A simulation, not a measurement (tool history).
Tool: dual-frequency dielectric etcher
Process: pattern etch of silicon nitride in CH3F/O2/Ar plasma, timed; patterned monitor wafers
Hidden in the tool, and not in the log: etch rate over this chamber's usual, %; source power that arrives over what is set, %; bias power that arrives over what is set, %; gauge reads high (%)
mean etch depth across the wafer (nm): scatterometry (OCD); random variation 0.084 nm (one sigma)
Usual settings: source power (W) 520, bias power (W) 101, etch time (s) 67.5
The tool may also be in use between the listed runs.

| run | hour | source power (W) | bias power (W) | etch time (s) | wafers since the last listed run | hours since the last wet clean | hours since the last source power generator calibration | hours since the last bias power generator calibration | hours since the last upper electrode change | hours since the gauge calibration | read-back reference wafer on the same gauge, depth_nm | mean etch depth across the wafer (nm) |
|---|---|---|---|---|---|---|---|---|---|---|---|---|
| 1 | 0 | 560 | 101 | 67.5 | 0 | 376.5 | 3071.2 | 3750.9 | 6081.8 | 217.8 | 59.9 | 57.1 |
| 2 | 7.8 | 560 | 101 | 67.5 | 106 | 384.3 | 3079 | 3758.7 | 6089.6 | 225.6 | 59.9 | 57.1 |
| 3 | 25.5 | 520 | 88 | 67.5 | 242 | 402 | 3096.7 | 3776.4 | 6107.3 | 243.3 | 59.9 | 52.8 |
|  | 35.7 | gauge calibrated |
| 4 | 41.4 | 520 | 88 | 67.5 | 218 | 417.9 | 3112.6 | 3792.3 | 6123.2 | 5.7 | 59.9 | 52.8 |
| 5 | 55.2 | 520 | 88 | 67.5 | 189 | 431.7 | 3126.4 | 3806.1 | 6137 | 19.5 | 59.9 | 52.9 |
| 6 | 65.6 | 440 | 101 | 67.5 | 142 | 442.1 | 3136.8 | 3816.5 | 6147.4 | 29.9 | 59.9 | 52.4 |
| 7 | 82 | 440 | 101 | 67.5 | 224 | 458.5 | 3153.2 | 3832.9 | 6163.8 | 46.3 | 59.9 | 52.4 |
| 8 | 97.7 | 440 | 101 | 67.5 | 215 | 474.2 | 3168.9 | 3848.6 | 6179.5 | 62 | 59.9 | 52.3 |
| 9 | 103.9 | 520 | 101 | 67.5 | 85 | 480.4 | 3175.1 | 3854.8 | 6185.7 | 68.2 | 59.9 | 55.5 |
|  | 129.8 | wet clean of the chamber |
| 10 | 130.3 | 520 | 118 | 67.5 | 32 | 0.5 | 3201.5 | 3881.2 | 6212.1 | 94.6 | 59.9 | 59.3 |
| 11 | 130.6 | 520 | 118 | 67.5 | 4 | 0.8 | 3201.8 | 3881.5 | 6212.4 | 94.9 | 59.9 | 59.1 |
| 12 | 145.2 | 520 | 118 | 67.5 | 200 | 15.4 | 3216.4 | 3896.1 | 6227 | 109.5 | 59.9 | 59.3 |
| 13 | 152.1 | 520 | 101 | 67.5 | 94 | 22.3 | 3223.3 | 3903 | 6233.9 | 116.4 | 59.9 | 55.9 |
| 14 | 159.8 | 610 | 101 | 73.5 | 105 | 30 | 3231 | 3910.7 | 6241.6 | 124.1 | 59.9 | 64.3 |
|  | 172.4 | source power generator calibrated |
| 15 | 172.9 | 570 | 85 | 87 | 124 | 43.1 | 0.5 | 3923.8 | 6254.7 | 137.2 | 59.9 | 70 |
|  | 190.2 | bias power generator calibrated |
|  | 203.1 | upper electrode replaced |
| 16 | 203.6 | 520 | 117 | 67.5 | 190 | 73.8 | 31.2 | 13.4 | 0.5 | 167.9 | 59.9 | 59.2 |
| 17 | 203.9 | 520 | 101 | 80.5 | 4 | 74.1 | 31.5 | 13.7 | 0.8 | 168.2 | 59.9 | 66.6 |
| 18 | 210.1 | 410 | 90 | 54.5 | 85 | 80.3 | 37.7 | 19.9 | 7 | 174.4 | 59.9 | 39.8 |
| 19 | 218.8 | 520 | 101 | 67.5 | 119 | 89 | 46.4 | 28.6 | 15.7 | 183.1 | 59.9 | 55.9 |
| 20 | 229.3 | 520 | 118 | 67.5 | 143 | 99.5 | 56.9 | 39.1 | 26.2 | 193.6 | 59.9 | 59 |
| 21 | 245.6 | 520 | 101 | 67.5 | 223 | 115.8 | 73.2 | 55.4 | 42.5 | 209.9 | 59.9 | 56 |
|  | 287.1 | gauge calibrated |
| 22 | 292.5 | 480 | 109 | 74 | 643 | 162.7 | 120.1 | 102.3 | 89.4 | 5.4 | 59.9 | 61.2 |
| 23 | 309.8 | 520 | 101 | 67.5 | 237 | 180 | 137.4 | 119.6 | 106.7 | 22.7 | 59.9 | 55.8 |
| 24 | 323.4 | 650 | 101 | 67.5 | 186 | 193.6 | 151 | 133.2 | 120.3 | 36.3 | 59.9 | 60.4 |
| 25 | 340.8 | 520 | 101 | 55 | 238 | 211 | 168.4 | 150.6 | 137.7 | 53.7 | 59.9 | 45.3 |
| 26 | 356.7 | 440 | 116 | 53 | 218 | 226.9 | 184.3 | 166.5 | 153.6 | 69.6 | 59.9 | 43.5 |
| 27 | 363.9 | 520 | 101 | 67.5 | 98 | 234.1 | 191.5 | 173.7 | 160.8 | 76.8 | 59.9 | 55.7 |
| 28 | 379.7 | 520 | 125 | 60 | 216 | 249.9 | 207.3 | 189.5 | 176.6 | 92.6 | 59.9 | 53.7 |
| 29 | 390.2 | 440 | 79 | 67.5 | 143 | 260.4 | 217.8 | 200 | 187.1 | 103.1 | 59.9 | 48.2 |

How the hidden state differs across the entries between the runs, from the last listed run before each to the first after it:
Between runs 3 and 4: gauge calibrated (hour 35.7)
  etch rate over this chamber's usual, %: -0.684 -> -0.708
  measured less the result without the state, mean etch depth across the wafer (nm): -0.4 -> -0.4
Between runs 9 and 10: wet clean of the chamber (hour 129.8)
  etch rate over this chamber's usual, %: -0.801 -> 0.00359
  measured less the result without the state, mean etch depth across the wafer (nm): -0.4 -> +0
Between runs 14 and 15: source power generator calibrated (hour 172.4)
  etch rate over this chamber's usual, %: -0.0404 -> -0.0599
  measured less the result without the state, mean etch depth across the wafer (nm): +0 -> -0.1
Between runs 15 and 16: bias power generator calibrated (hour 190.2); upper electrode replaced (hour 203.1)
  etch rate over this chamber's usual, %: -0.0599 -> -0.106
  measured less the result without the state, mean etch depth across the wafer (nm): -0.1 -> +0
Between runs 21 and 22: gauge calibrated (hour 287.1)
  etch rate over this chamber's usual, %: -0.168 -> -0.238
  measured less the result without the state, mean etch depth across the wafer (nm): -0.1 -> -0.1
